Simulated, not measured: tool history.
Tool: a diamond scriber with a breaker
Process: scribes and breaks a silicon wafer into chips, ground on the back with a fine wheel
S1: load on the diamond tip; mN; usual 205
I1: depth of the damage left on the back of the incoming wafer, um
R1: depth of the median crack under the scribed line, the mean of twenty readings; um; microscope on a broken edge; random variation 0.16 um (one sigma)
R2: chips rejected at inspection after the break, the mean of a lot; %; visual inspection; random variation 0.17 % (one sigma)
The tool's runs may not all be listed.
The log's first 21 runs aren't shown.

run    hour   S1    I1     R1    R2
 22  1992.8  205  1.81   9.42  2.19
 23  2067.6  160  2.62   8.52  9.16
 24  2132.8  205  2.84   9.41  4.63
 25  2342.1  205  2.48   9.41  3.66
     2371.9  -- diamond tip replaced by a new one
 26  2429.2  242  2.94  10.19  5.36
     2432.7  -- load on the tip recalibrated
 27  2494.9  170  2.87   8.81  7.67
 28  2593.2  168   2.4   8.52  6.67
 29  2694.5  157  1.64    8.3  6.47
 30    2790  162  2.86    8.2  9.15
 31  2897.2  250  2.57  10.16  5.54
 32  2999.4  174  2.84   8.77   6.5
 33  3082.5  205  1.77   9.43  2.31
     3093.7  -- diamond tip replaced by a new one
 34  3184.4  229  2.72   9.76   4.6

Forecast each of these 5 alternatives for the next run:
  A  3184.9  205  1.7   ?   ?
  B  3184.9  181  1.7   ?   ?
  C  3184.9  238  1.7   ?   ?
  D  3184.9  175  1.7   ?   ?
  E  3184.9  234  1.7   ?   ?

run     R1    R2
  A   9.55  2.46
  B   9.03  3.68
  C  10.24  4.09
  D    8.9  4.38
  E  10.16  3.73
Without the tool's hidden state the same runs would have given:
run     R1    R2
  A   9.55  2.46
  B   9.03  3.68
  C  10.24  4.09
  D    8.9  4.38
  E  10.16  3.73

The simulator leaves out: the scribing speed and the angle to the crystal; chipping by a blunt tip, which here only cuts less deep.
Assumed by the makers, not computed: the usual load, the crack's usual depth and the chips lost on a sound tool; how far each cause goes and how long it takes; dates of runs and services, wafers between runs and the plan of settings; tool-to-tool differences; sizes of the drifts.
